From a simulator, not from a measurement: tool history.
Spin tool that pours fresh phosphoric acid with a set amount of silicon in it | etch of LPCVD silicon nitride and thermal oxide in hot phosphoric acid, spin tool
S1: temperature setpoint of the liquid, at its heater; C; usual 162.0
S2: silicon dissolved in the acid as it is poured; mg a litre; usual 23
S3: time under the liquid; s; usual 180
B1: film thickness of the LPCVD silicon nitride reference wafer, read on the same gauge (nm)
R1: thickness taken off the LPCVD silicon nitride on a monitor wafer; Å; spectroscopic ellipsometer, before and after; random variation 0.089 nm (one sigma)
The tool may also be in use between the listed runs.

| run | hour | S1 | S2 | S3 | B1 | R1 |
|---|---|---|---|---|---|---|
| 1 | 0.0 | 162.0 | 23 | 180 | 40.02 | 150.7 |
| 2 | 57.4 | 162.0 | 23 | 180 | 39.98 | 151.9 |
| 3 | 123.4 | 162.0 | 23 | 180 | 40.01 | 151.3 |
| 4 | 182.8 | 162.0 | 23 | 180 | 39.98 | 151.5 |
| 5 | 229.5 | 162.0 | 13 | 180 | 40.01 | 149.7 |
| 6 | 259.7 | 162.0 | 23 | 180 | 39.99 | 150.2 |
| 7 | 306.4 | 162.0 | 23 | 180 | 40.01 | 150.7 |
|  | 316.4 | thermometer replaced |
| 8 | 347.6 | 161.0 | 23 | 120 | 40.00 | 97.0 |
| 9 | 414.9 | 161.0 | 23 | 120 | 40.02 | 96.6 |
|  | 435.5 | gauge calibrated |
| 10 | 478.6 | 162.0 | 23 | 180 | 40.03 | 149.0 |
| 11 | 544.8 | 163.5 | 23 | 180 | 40.03 | 157.1 |
|  | 635.6 | heated supply line repaired |
| 12 | 680.5 | 162.0 | 23 | 180 | 40.00 | 137.1 |
| 13 | 713.1 | 164.0 | 23 | 180 | 40.02 | 147.5 |
| 14 | 742.8 | 162.0 | 23 | 210 | 40.00 | 161.5 |

Forecast run 15:
|  | 748.4 | dissolved silicon flow meter replaced |
| 15 | 766.8 | 162.0 | 23 | 180 | ? | ? |

B1: 39.98
R1: 138.2 Å
Without the tool's hidden state the same run would have given R1 163.9 Å.

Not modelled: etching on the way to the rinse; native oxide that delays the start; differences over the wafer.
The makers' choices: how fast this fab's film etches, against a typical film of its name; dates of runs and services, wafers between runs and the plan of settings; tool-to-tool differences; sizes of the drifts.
